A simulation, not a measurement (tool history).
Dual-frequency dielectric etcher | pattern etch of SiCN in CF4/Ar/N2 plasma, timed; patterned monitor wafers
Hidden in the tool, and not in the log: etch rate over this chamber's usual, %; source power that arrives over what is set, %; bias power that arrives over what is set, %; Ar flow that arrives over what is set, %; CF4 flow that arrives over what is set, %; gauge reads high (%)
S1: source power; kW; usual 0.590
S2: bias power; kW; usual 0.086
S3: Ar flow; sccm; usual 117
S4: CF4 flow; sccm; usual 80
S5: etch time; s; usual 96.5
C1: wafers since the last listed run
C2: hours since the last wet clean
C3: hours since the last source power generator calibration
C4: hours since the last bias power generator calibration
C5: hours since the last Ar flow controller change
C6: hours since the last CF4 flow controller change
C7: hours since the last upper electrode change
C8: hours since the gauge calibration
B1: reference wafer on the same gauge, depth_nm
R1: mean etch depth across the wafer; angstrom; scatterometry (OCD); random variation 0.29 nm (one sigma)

run	hour	S1	S2	S3	S4	S5	C1	C2	C3	C4	C5	C6	C7	C8	B1	R1
1	0.0	0.590	0.086	96	80	96.5	0	209.5	1253.9	435.4	20.1	2577.2	2084.7	2043.7	105.0	1142
2	91.3	0.590	0.086	96	80	96.5	1091	300.8	1345.2	526.7	111.4	2668.5	2176.0	2135.0	104.9	1146
3	161.1	0.590	0.086	117	80	84.0	834	370.6	1415.0	596.5	181.2	2738.3	2245.8	2204.8	105.0	970
# hour 282.4: upper electrode replaced
# hour 320.5: wet clean of the chamber
# hour 366.6: gauge calibrated
4	423.3	0.590	0.098	117	80	96.5	2560	102.8	1677.2	858.7	443.4	3000.5	140.9	56.7	105.0	1171
5	467.7	0.450	0.073	105	80	108.5	530	147.2	1721.6	903.1	487.8	3044.9	185.3	101.1	105.1	973
6	551.5	0.590	0.086	117	80	96.5	1001	231.0	1805.4	986.9	571.6	3128.7	269.1	184.9	105.0	1116
# hour 575.2: CF4 flow controller replaced
7	634.5	0.590	0.086	100	80	81.0	920	314.0	1888.4	1069.9	654.6	59.3	352.1	267.9	105.0	961
8	670.6	0.670	0.086	135	67	120.5	431	350.1	1924.5	1106.0	690.7	95.4	388.2	304.0	105.0	1477
9	721.2	0.590	0.067	104	61	115.5	604	400.7	1975.1	1156.6	741.3	146.0	438.8	354.6	105.0	1191
# hour 764.6: source power generator calibrated
10	768.6	0.660	0.086	101	90	114.5	518	448.1	4.0	1204.0	788.7	193.4	486.2	402.0	105.1	1513
11	813.4	0.590	0.086	117	80	96.5	535	492.9	48.8	1248.8	833.5	238.2	531.0	446.8	105.0	1124
12	862.2	0.590	0.086	109	99	96.5	583	541.7	97.6	1297.6	882.3	287.0	579.8	495.6	105.1	1173
13	902.7	0.510	0.086	99	80	96.5	484	582.2	138.1	1338.1	922.8	327.5	620.3	536.1	105.0	1021
# hour 992.2: wet clean of the chamber
14	994.9	0.590	0.069	117	67	96.5	815	2.7	230.3	1430.3	1015.0	419.7	712.5	628.3	104.9	1008
15	1043.7	0.590	0.086	117	80	96.5	583	51.5	279.1	1479.1	1063.8	468.5	761.3	677.1	105.0	1130
16	1121.0	0.630	0.086	131	70	96.5	923	128.8	356.4	1556.4	1141.1	545.8	838.6	754.4	105.0	1143
# hour 1159.2: CF4 flow controller replaced, repeated, since the last time left the tool worse
17	1197.7	0.590	0.098	92	80	75.0	845	205.5	433.1	1633.1	1217.8	38.5	915.3	831.1	105.0	923
18	1258.6	0.590	0.086	117	89	96.5	727	266.4	494.0	1694.0	1278.7	99.4	976.2	892.0	105.0	1131
19	1339.5	0.590	0.086	126	80	96.5	966	347.3	574.9	1774.9	1359.6	180.3	1057.1	972.9	105.0	1099
20	1426.8	0.590	0.076	117	96	113.0	1043	434.6	662.2	1862.2	1446.9	267.6	1144.4	1060.2	105.0	1288
21	1501.0	0.590	0.086	117	80	96.5	886	508.8	736.4	1936.4	1521.1	341.8	1218.6	1134.4	105.1	1108

Forecast each of these 4 alternatives for the next run:
A	1501.4	0.590	0.086	117	68	96.5	4	509.2	736.8	1936.8	1521.5	342.2	1219.0	1134.8	?	?
B	1501.4	0.490	0.086	117	86	85.5	4	509.2	736.8	1936.8	1521.5	342.2	1219.0	1134.8	?	?
C	1501.4	0.650	0.076	89	87	96.5	4	509.2	736.8	1936.8	1521.5	342.2	1219.0	1134.8	?	?
D	1501.4	0.700	0.086	130	80	96.5	4	509.2	736.8	1936.8	1521.5	342.2	1219.0	1134.8	?	?

run	B1	R1
A	105.0	1075
B	105.0	861
C	105.0	1209
D	105.0	1259
Without the tool's hidden state the same runs would have given:
run	R1
A	1072
B	859
C	1205
D	1255
